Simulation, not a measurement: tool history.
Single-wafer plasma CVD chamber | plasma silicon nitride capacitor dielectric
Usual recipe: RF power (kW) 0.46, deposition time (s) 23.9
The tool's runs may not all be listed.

| run | hour | RF power (kW) | deposition time (s) | read-back reference wafer on the same gauge, thickness_nm | mean film thickness on the monitor wafer (Å) |
|---|---|---|---|---|---|
| 1 | 0 | 0.48 | 23.9 | 34.206 | 346.97 |
| 2 | 25.7 | 0.46 | 23.9 | 34.216 | 345.02 |
| 3 | 38.9 | 0.52 | 21 | 34.204 | 308.81 |
| 4 | 71.7 | 0.52 | 21 | 34.202 | 309.47 |
| 5 | 95.3 | 0.46 | 23.9 | 34.199 | 344.52 |
| 6 | 127.9 | 0.395 | 23.9 | 34.216 | 338.13 |
| 7 | 162 | 0.395 | 23.9 | 34.191 | 336.97 |
| 8 | 186.8 | 0.46 | 23.9 | 34.204 | 345.09 |
| 9 | 201.4 | 0.46 | 23.9 | 34.211 | 345.12 |
| 10 | 222 | 0.46 | 23.9 | 34.196 | 344.55 |
|  | 242.2 | RF generator calibrated |
| 11 | 242.7 | 0.46 | 23.9 | 34.197 | 349.48 |
| 12 | 273.8 | 0.46 | 23.9 | 34.206 | 349.22 |
|  | 282.2 | showerhead replaced |
| 13 | 304.2 | 0.46 | 23.9 | 34.196 | 348.8 |
| 14 | 338.7 | 0.375 | 23.9 | 34.201 | 338.24 |
| 15 | 354.7 | 0.485 | 20.4 | 34.196 | 300.53 |
|  | 355.2 | gauge calibrated |
| 16 | 380.9 | 0.41 | 28 | 34.216 | 401.35 |
| 17 | 415.4 | 0.46 | 23.9 | 34.2 | 349.42 |
| 18 | 451.1 | 0.46 | 23.9 | 34.203 | 347.88 |
| 19 | 475.1 | 0.37 | 25.6 | 34.205 | 362.46 |
| 20 | 489.5 | 0.375 | 27.4 | 34.207 | 388.12 |
| 21 | 525 | 0.4 | 25.9 | 34.198 | 370.65 |
| 22 | 542.4 | 0.5 | 20.4 | 34.201 | 301.71 |
| 23 | 568.2 | 0.52 | 27.9 | 34.198 | 413.16 |
| 24 | 586.4 | 0.395 | 23.9 | 34.187 | 340.82 |
| 25 | 667.2 | 0.52 | 23.9 | 34.185 | 355.13 |
| 26 | 694.3 | 0.42 | 21.9 | 34.2 | 314.45 |

What was the tool's hidden state at every run in the log?
gauge reads high (%): 0, the same for each run
H1: delivered RF power above the setpoint (%)
| run | H1 |
|---|---|
| 1 | -8.56 |
| 2 | -8.68 |
| 3 | -8.74 |
| 4 | -8.89 |
| 5 | -8.99 |
| 6 | -9.14 |
| 7 | -9.3 |
| 8 | -9.41 |
| 9 | -9.47 |
| 10 | -9.57 |
| 11 | -1.19 |
| 12 | -1.33 |
| 13 | -1.47 |
| 14 | -1.62 |
| 15 | -1.69 |
| 16 | -1.81 |
| 17 | -1.97 |
| 18 | -2.13 |
| 19 | -2.24 |
| 20 | -2.31 |
| 21 | -2.47 |
| 22 | -2.55 |
| 23 | -2.66 |
| 24 | -2.75 |
| 25 | -3.11 |
| 26 | -3.24 |

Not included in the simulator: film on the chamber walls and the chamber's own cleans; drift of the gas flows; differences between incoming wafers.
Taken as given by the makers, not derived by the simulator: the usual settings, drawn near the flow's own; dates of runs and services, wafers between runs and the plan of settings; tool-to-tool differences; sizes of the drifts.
